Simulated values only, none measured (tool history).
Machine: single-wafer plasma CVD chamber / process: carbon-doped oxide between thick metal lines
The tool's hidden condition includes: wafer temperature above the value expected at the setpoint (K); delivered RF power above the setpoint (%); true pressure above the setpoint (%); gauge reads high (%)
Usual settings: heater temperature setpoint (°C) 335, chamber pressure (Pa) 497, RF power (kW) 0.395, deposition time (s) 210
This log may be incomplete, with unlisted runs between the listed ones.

run	hour	heater temperature setpoint (°C)	chamber pressure (Pa)	RF power (kW)	deposition time (s)	wafers since the last listed run	hours since the last thermocouple change	hours since the last RF generator calibration	hours since the last manometer calibration	hours since the showerhead was replaced	hours since the gauge calibration	read-back reference wafer on the same gauge, thickness_nm	mean film thickness on the monitor wafer (Å)
1	0	335	497	0.395	210	0	753.8	616.3	1541	2796.2	356.6	927.973	8172.4
2	8.6	335	497	0.395	210	47	762.4	624.9	1549.6	2804.8	365.2	927.301	8175.12
3	22.9	347	497	0.395	210	79	776.7	639.2	1563.9	2819.1	379.5	927.106	7907.31
4	37.1	347	497	0.395	210	79	790.9	653.4	1578.1	2833.3	393.7	929.942	7956.71
5	52.2	347	497	0.395	210	84	806	668.5	1593.2	2848.4	408.8	928.9	8022.69
6	63.4	335	497	0.395	210	62	817.2	679.7	1604.4	2859.6	420	930.305	8235.86
# hour 80.6: showerhead replaced
7	81.1	335	497	0.395	210	54	834.9	697.4	1622.1	0.5	437.7	932.088	8225.66
8	81.7	335	497	0.395	210	3	835.5	698	1622.7	1.1	438.3	934.092	8159.51
9	90.5	335	497	0.395	210	49	844.3	706.8	1631.5	9.9	447.1	930.675	8189.35
# hour 98.2: gauge calibrated
10	105.7	335	497	0.395	210	84	859.5	722	1646.7	25.1	7.5	931.538	8220.51
11	123.5	335	497	0.395	210	99	877.3	739.8	1664.5	42.9	25.3	930.532	8298.9
12	131.6	335	497	0.37	210	45	885.4	747.9	1672.6	51	33.4	930.47	7701.96
13	138.8	335	497	0.345	246	40	892.6	755.1	1679.8	58.2	40.6	928.397	8347.1
14	149.5	335	432	0.355	210	59	903.3	765.8	1690.5	68.9	51.3	929.637	7207.94
15	165	335	497	0.395	210	86	918.8	781.3	1706	84.4	66.8	929.11	8207.33
16	176	349	571	0.415	210	61	929.8	792.3	1717	95.4	77.8	929.999	8532.97
# hour 186.5: capacitance manometer re-zeroed and calibrated
17	187	335	583	0.42	190	16	940.8	803.3	0.5	106.4	88.8	928.104	8123.16
# hour 198.7: RF generator calibrated
18	202.2	329	579	0.395	191	40	956	3.5	15.7	121.6	104	931.804	8427.65
# hour 218.4: thermocouple changed; heater temperature recalibrated
19	220.1	346	553	0.395	210	55	1.7	21.4	33.6	139.5	121.9	931.475	8781.25
20	233	331	604	0.395	238	71	14.6	34.3	46.5	152.4	134.8	929.942	10295.98
21	241.6	345	497	0.415	210	47	23.2	42.9	55.1	161	143.4	929.788	9009.85

Run 22 comes next. What will it give?
22	248.1	335	497	0.395	210	36	29.7	49.4	61.6	167.5	149.9	?	?

{"run 22": {"read-back reference wafer on the same gauge, thickness_nm": 927.981, "mean film thickness on the monitor wafer (Å)": 8778.9}}
If the tool had no hidden condition, the same run with the same run-to-run variation would have returned mean film thickness on the monitor wafer (Å) 8921.44.
